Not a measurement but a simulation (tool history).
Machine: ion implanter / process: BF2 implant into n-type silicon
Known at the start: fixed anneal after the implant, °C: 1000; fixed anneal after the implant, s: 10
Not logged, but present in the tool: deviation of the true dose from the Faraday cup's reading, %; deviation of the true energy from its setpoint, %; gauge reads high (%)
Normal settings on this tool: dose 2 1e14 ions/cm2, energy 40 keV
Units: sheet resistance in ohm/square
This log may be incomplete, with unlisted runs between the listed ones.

run   hour  dose  energy  wafers since the last listed run  hours since the last dose calibration  hours since the extraction supply was calibrated  hours since the gauge calibration  read-back reference wafer on the same gauge, sheet resistance  sheet resistance
  1      0     2      40                                 0                                  649.3                                            2066.5                              512.3                                                         691.22            592.97
  2   38.8     2      40                               632                                  688.1                                            2105.3                              551.1                                                         691.16             591.9
  3  242.7     2      40                              3326                                    892                                            2309.2                                755                                                         690.99            596.92
  4  286.5     2      40                               714                                  935.8                                              2353                              798.8                                                         691.51            600.76
  5  356.3     2      40                              1138                                 1005.6                                            2422.8                              868.6                                                         690.99            599.18
  6  393.3     2      40                               603                                 1042.6                                            2459.8                              905.6                                                         690.83            603.39
     422.1  -- extraction supply calibrated
  7  433.8     2      40                               530                                 1083.1                                              11.7                              946.1                                                         690.82             601.9
  8  479.2     2      40                               740                                 1128.5                                              57.1                              991.5                                                         690.89            603.61
  9  550.2  1.78    50.5                              1158                                 1199.5                                             128.1                             1062.5                                                         690.98            649.69
 10  588.5  2.41      40                               624                                 1237.8                                             166.4                             1100.8                                                         691.22            524.63
     620.9  -- gauge calibrated
 11  634.5  1.48    33.5                               750                                 1283.8                                             212.4                               13.6                                                         690.59            784.78
     698.2  -- Faraday cup replaced and dose calibrated
 12  703.7  2.58    44.5                               998                                    5.5                                             281.6                               82.8                                                         690.24            470.78
 13  767.9  2.46    31.5                              1047                                   69.7                                             345.8                                147                                                         691.09            501.32
 14  839.1  1.81      40                              1161                                  140.9                                               417                              218.2                                                         690.86            632.36
 15  873.3  2.44      48                               557                                  175.1                                             451.2                              252.4                                                         691.26            488.83
 16  901.9     2      40                               466                                  203.7                                             479.8                                281                                                         690.63            584.88
 17  961.7  1.84      40                               975                                  263.5                                             539.6                              340.8                                                         691.27            626.75

3 ways to go on from here, each from the tool as it stands after run 17. What would each give?
  A  962.1     2      40                                 6                                  263.9                                               540                              341.2                                                              ?                 ?
  B  962.1  1.47      48                                 6                                  263.9                                               540                              341.2                                                              ?                 ?
  C  962.1  2.38      40                                 6                                  263.9                                               540                              341.2                                                              ?                 ?

run  read-back reference wafer on the same gauge, sheet resistance  sheet resistance
  A                                                         690.68            586.09
  B                                                         690.68            725.64
  C                                                         690.68            510.32
What these runs would have given with no unlogged condition in the tool:
run  sheet resistance
  A               587
  B            726.72
  C            511.14
